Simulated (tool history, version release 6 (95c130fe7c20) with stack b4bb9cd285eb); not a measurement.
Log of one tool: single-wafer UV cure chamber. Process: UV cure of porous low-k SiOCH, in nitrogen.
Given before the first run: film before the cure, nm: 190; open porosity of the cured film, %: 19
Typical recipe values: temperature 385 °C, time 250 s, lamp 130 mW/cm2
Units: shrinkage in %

run,hour,temperature,time,lamp,shrinkage
1,0,385,250,119,12.707
2,13.7,374,145,130,10.429
3,31.8,374,145,130,10.319
4,54.8,385,250,130,12.814
5,88.4,385,250,130,12.661
6,100.5,385,250,130,13.068
7,148.4,385,250,130,12.984
8,182.7,385,250,130,12.733
9,207.7,385,130,130,9.835
10,223.3,371,250,130,12.647
11,242.9,371,250,130,12.553
# hour 257.9: quartz window cleaned
12,258.4,371,250,130,11.893
13,279.7,402,155,130,10.305
14,298.5,392,250,130,12.296
15,314.2,397,200,115,10.853
16,333,385,250,115,11.854
# hour 369.5: UV bulbs replaced
17,370,385,250,130,12.046
# hour 381: quartz window cleaned, repeated, since the last time left the tool worse
18,400.9,371,250,130,13.021
19,422.6,385,310,152,15.095
20,457.4,378,165,119,10.954
21,469.9,385,250,130,13.365
22,495,385,170,150,12.349
23,512.2,385,300,130,14.244
24,542.6,385,250,151,13.931
25,555.4,396,250,130,13.247

Give the tool's hidden conditions for every run:
lamp output below its setpoint, %: 0 on each run
H1: transmission lost against a clean window, %
run,H1
1,9.6
2,9.82
3,10.1
4,10.5
5,11.1
6,11.3
7,12
8,12.6
9,13
10,13.3
11,13.6
12,24
13,24.3
14,24.6
15,24.9
16,25.2
17,25.8
18,2.65
19,3.01
20,3.58
21,3.79
22,4.2
23,4.49
24,4.99
25,5.2
